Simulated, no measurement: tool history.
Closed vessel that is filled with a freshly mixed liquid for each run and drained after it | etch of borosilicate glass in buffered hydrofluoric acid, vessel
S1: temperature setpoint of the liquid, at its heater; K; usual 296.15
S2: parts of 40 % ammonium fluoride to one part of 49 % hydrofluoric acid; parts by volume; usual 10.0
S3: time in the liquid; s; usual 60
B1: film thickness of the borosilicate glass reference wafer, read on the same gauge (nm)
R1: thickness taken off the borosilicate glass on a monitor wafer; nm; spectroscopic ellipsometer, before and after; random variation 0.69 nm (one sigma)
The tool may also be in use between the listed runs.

{"run": 1, "hour": 0.0, "S1": 296.15, "S2": 10.0, "S3": 85, "B1": 39.97, "R1": 113.39}
{"run": 2, "hour": 14.0, "S1": 296.15, "S2": 10.0, "S3": 85, "B1": 40.03, "R1": 113.63}
{"run": 3, "hour": 35.2, "S1": 294.15, "S2": 10.0, "S3": 60, "B1": 40.02, "R1": 70.44}
{"run": 4, "hour": 67.0, "S1": 294.15, "S2": 10.0, "S3": 60, "B1": 40.02, "R1": 72.5}
{"run": 5, "hour": 87.8, "S1": 298.15, "S2": 10.0, "S3": 60, "B1": 39.97, "R1": 90.17}
{"hour": 93.3, "done": "gauge calibrated"}
{"run": 6, "hour": 111.5, "S1": 296.15, "S2": 10.0, "S3": 60, "B1": 40.01, "R1": 79.62}
{"hour": 131.7, "done": "thermometer replaced"}
{"run": 7, "hour": 140.7, "S1": 296.15, "S2": 10.0, "S3": 60, "B1": 40.01, "R1": 72.87}
{"run": 8, "hour": 168.7, "S1": 296.15, "S2": 10.0, "S3": 60, "B1": 40.0, "R1": 72.22}
{"run": 9, "hour": 235.3, "S1": 296.15, "S2": 10.0, "S3": 60, "B1": 39.99, "R1": 70.67}
{"run": 10, "hour": 253.0, "S1": 296.15, "S2": 10.0, "S3": 60, "B1": 40.01, "R1": 70.66}
{"run": 11, "hour": 319.9, "S1": 296.15, "S2": 12.0, "S3": 60, "B1": 39.98, "R1": 59.8}
{"run": 12, "hour": 350.4, "S1": 296.15, "S2": 12.0, "S3": 60, "B1": 39.99, "R1": 61.06}
{"run": 13, "hour": 375.2, "S1": 296.15, "S2": 10.0, "S3": 60, "B1": 39.97, "R1": 71.15}
{"run": 14, "hour": 404.2, "S1": 297.65, "S2": 10.0, "S3": 60, "B1": 40.0, "R1": 77.9}
{"run": 15, "hour": 416.5, "S1": 296.15, "S2": 10.0, "S3": 60, "B1": 39.96, "R1": 73.23}
{"run": 16, "hour": 428.7, "S1": 297.65, "S2": 9.0, "S3": 30, "B1": 39.98, "R1": 41.88}
{"run": 17, "hour": 454.7, "S1": 296.15, "S2": 10.0, "S3": 60, "B1": 40.0, "R1": 72.2}
{"hour": 479.4, "done": "hydrofluoric acid flow meter replaced"}
{"run": 18, "hour": 498.3, "S1": 292.65, "S2": 12.5, "S3": 90, "B1": 39.99, "R1": 72.29}
{"run": 19, "hour": 516.1, "S1": 299.65, "S2": 12.5, "S3": 60, "B1": 40.02, "R1": 71.42}

Forecast run 20:
{"run": 20, "hour": 548.3, "S1": 296.15, "S2": 10.0, "S3": 60, "B1": "?", "R1": "?"}

Run 20 gave B1 40.02, R1 72.17 nm.
Without the tool's hidden state the same run would have given R1 69.40 nm.
